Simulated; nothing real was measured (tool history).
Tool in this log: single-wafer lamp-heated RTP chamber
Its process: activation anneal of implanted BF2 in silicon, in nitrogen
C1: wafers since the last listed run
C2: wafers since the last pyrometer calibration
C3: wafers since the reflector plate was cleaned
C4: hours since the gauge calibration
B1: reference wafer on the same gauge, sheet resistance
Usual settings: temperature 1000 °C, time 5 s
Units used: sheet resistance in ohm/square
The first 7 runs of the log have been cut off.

Run 8, day 12.188: usual settings; C1 1344; C2 2011; C3 2586; C4 970; B1 564. Result: sheet resistance 507.25 ohm/square.
Run 9, day 14.017: usual settings; C1 1077; C2 3088; C3 3663; C4 1013.9; B1 564.2. Result: sheet resistance 507.52 ohm/square.
Run 10, day 15.671: usual settings; C1 974; C2 4062; C3 4637; C4 1053.6; B1 564.59. Result: sheet resistance 507.54 ohm/square.
Run 11, day 17.721: usual settings; C1 1207; C2 5269; C3 5845; C4 1102.8; B1 564.99. Result: sheet resistance 508.38 ohm/square.
Run 12, day 19.367: usual settings; C1 969; C2 6239; C3 6814; C4 1142.3; B1 565.03. Result: sheet resistance 509.95 ohm/square.
Run 13, day 21.633: usual settings but temperature 1013 °C; C1 1334; C2 7574; C3 8149; C4 1196.7; B1 566.1. Result: sheet resistance 508 ohm/square.
Run 14, day 22.792: usual settings; C1 682; C2 8256; C3 8831; C4 1224.5; B1 566.25. Result: sheet resistance 509.73 ohm/square.
Run 15, day 23.942: usual settings; C1 677; C2 8933; C3 9508; C4 1252.1; B1 566.34. Result: sheet resistance 508.72 ohm/square.
Run 16, day 25.429: usual settings; C1 876; C2 9809; C3 10384; C4 1287.8; B1 566.62. Result: sheet resistance 510.38 ohm/square.
At day 27.971: pyrometer window cleaned and pyrometer calibrated.
Run 17, day 27.992: usual settings but temperature 974 °C, time 3 s; C1 1312; C2 12; C3 11697; C4 1349.3; B1 567.27. Result: sheet resistance 526.2 ohm/square.
Run 18, day 30.338: usual settings but time 6 s; C1 1381; C2 1393; C3 13079; C4 1405.6; B1 567.91. Result: sheet resistance 509.74 ohm/square.
At day 32.862: reflector plate cleaned.
Run 19, day 33.092: usual settings but temperature 1028 °C, time 7 s; C1 1425; C2 2819; C3 135; C4 1471.7; B1 568.47. Result: sheet resistance 508.04 ohm/square.
Run 20, day 34.721: usual settings but temperature 1025 °C; C1 959; C2 3778; C3 1094; C4 1510.8; B1 568.97. Result: sheet resistance 511.18 ohm/square.

What does the tool deliver on the next run?
At day 36.879: gauge calibrated.
Run 21, day 37.675: usual settings; C1 1739; C2 5518; C3 2834; C4 19.1; B1 ?. Result: sheet resistance ?.

B1: 560.7
sheet resistance: 504.42 ohm/square
If the tool had no hidden condition, the same run with the same run-to-run variation would have returned sheet resistance 503.64 ohm/square.
